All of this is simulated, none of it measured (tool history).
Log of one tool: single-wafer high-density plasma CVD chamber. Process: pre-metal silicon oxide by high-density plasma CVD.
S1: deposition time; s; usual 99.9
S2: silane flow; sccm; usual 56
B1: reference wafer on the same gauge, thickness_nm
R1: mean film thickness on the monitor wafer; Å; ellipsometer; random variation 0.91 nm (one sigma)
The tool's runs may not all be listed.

run,hour,S1,S2,B1,R1
1,0,99.9,56,552.77,5478.84
2,41.9,99.9,56,552.945,5507.18
3,87.6,99.9,56,552.581,5495.83
4,125.4,99.9,56,553.334,5501.88
5,158.7,99.9,62,553.207,6078.53
# hour 200: gauge calibrated
6,219.1,99.9,62,553.182,6103.38
7,244.8,99.9,62,553.151,6099.51
8,299.4,112.4,61,553.057,6751.29
9,353.5,119.6,51,553.118,6004.1
10,390,106.1,66,552.946,6905.25
11,452.6,105.3,64,553.167,6650.02
# hour 498.9: silane flow controller replaced
12,499.4,88,56,552.922,4565.54
# hour 536.7: gauge calibrated
13,559.2,99.9,56,552.949,5193.09
14,604,111.7,49,552.876,5094.48
15,660,99.9,62,552.735,5770.63

Forecast each of these 3 alternatives for the next run:
A,660.4,99.9,56,?,?
B,660.4,114.1,63,?,?
C,660.4,116.9,56,?,?

run,B1,R1
A,552.944,5205.36
B,552.944,6688.42
C,552.944,6091.16
Without the tool's hidden state the same runs would have given:
run,R1
A,5262.61
B,6761.97
C,6158.14

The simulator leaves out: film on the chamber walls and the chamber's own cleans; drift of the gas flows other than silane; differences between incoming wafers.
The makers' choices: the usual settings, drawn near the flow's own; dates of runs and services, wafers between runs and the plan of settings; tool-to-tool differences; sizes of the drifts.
